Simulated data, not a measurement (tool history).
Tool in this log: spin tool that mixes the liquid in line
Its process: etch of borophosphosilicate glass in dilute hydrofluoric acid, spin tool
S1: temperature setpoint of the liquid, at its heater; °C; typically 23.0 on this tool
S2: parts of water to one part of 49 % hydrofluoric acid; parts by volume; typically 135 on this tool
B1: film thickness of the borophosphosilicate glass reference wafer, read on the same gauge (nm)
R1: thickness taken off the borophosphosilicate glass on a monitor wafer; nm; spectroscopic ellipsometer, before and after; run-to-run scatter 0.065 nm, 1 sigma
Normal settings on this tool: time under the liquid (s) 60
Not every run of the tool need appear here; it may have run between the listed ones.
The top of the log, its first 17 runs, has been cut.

Run 18, hour 1317.6: usual settings but S2 110 parts by volume; B1 120.04. Result: R1 27.26 nm.
At hour 1369.8: gauge calibrated.
At hour 1378.1: thermometer replaced.
Run 19, hour 1389.8: usual settings but S2 115 parts by volume; B1 119.99. Result: R1 25.98 nm.
Run 20, hour 1469.8: usual settings but S1 25.0 °C, S2 105 parts by volume; B1 120.01. Result: R1 31.12 nm.
Run 21, hour 1520.0: usual settings; B1 120.00. Result: R1 21.63 nm.
Run 22, hour 1560.6: usual settings but S1 18.0 °C, time under the liquid (s) 30; B1 119.99. Result: R1 8.88 nm.
Run 23, hour 1659.4: usual settings but time under the liquid (s) 50; B1 120.02. Result: R1 17.99 nm.
Run 24, hour 1717.1: usual settings but S1 27.5 °C, time under the liquid (s) 80; B1 119.99. Result: R1 34.38 nm.
Run 25, hour 1783.2: usual settings but S1 19.0 °C, S2 65 parts by volume, time under the liquid (s) 30; B1 120.03. Result: R1 20.74 nm.
Run 26, hour 1869.9: usual settings; B1 120.00. Result: R1 21.73 nm.
At hour 2044.3: hydrofluoric acid flow meter replaced.
Run 27, hour 2053.3: usual settings but S1 25.5 °C, S2 190 parts by volume; B1 119.96. Result: R1 15.68 nm.
At hour 2085.0: thermometer replaced.
Run 28, hour 2115.0: usual settings but S2 170 parts by volume, time under the liquid (s) 85; B1 119.98. Result: R1 23.11 nm.
Run 29, hour 2160.9: usual settings; B1 119.94. Result: R1 21.31 nm.
Run 30, hour 2446.7: usual settings but S1 20.0 °C, time under the liquid (s) 70; B1 120.00. Result: R1 22.17 nm.
Run 31, hour 2490.1: usual settings but S2 85 parts by volume, time under the liquid (s) 30; B1 120.06. Result: R1 18.09 nm.

Here are 5 independent what-if runs from the current tool condition. What would each one return?
Run A, hour 2490.5: usual settings; B1 ?. Result: R1 ?.
Run B, hour 2490.5: usual settings but S1 19.0 °C, S2 90 parts by volume, time under the liquid (s) 90; B1 ?. Result: R1 ?.
Run C, hour 2490.5: usual settings but S1 28.0 °C, S2 180 parts by volume; B1 ?. Result: R1 ?.
Run D, hour 2490.5: usual settings but time under the liquid (s) 85; B1 ?. Result: R1 ?.
Run E, hour 2490.5: usual settings but S2 100 parts by volume; B1 ?. Result: R1 ?.

run      B1     R1
  A  119.99  21.34
  B  119.99  42.97
  C  119.99  18.32
  D  119.99  30.24
  E  119.99  30.01
Without the tool's hidden state the same runs would have given:
run     R1
  A  21.20
  B  42.69
  C  18.19
  D  30.03
  E  29.81

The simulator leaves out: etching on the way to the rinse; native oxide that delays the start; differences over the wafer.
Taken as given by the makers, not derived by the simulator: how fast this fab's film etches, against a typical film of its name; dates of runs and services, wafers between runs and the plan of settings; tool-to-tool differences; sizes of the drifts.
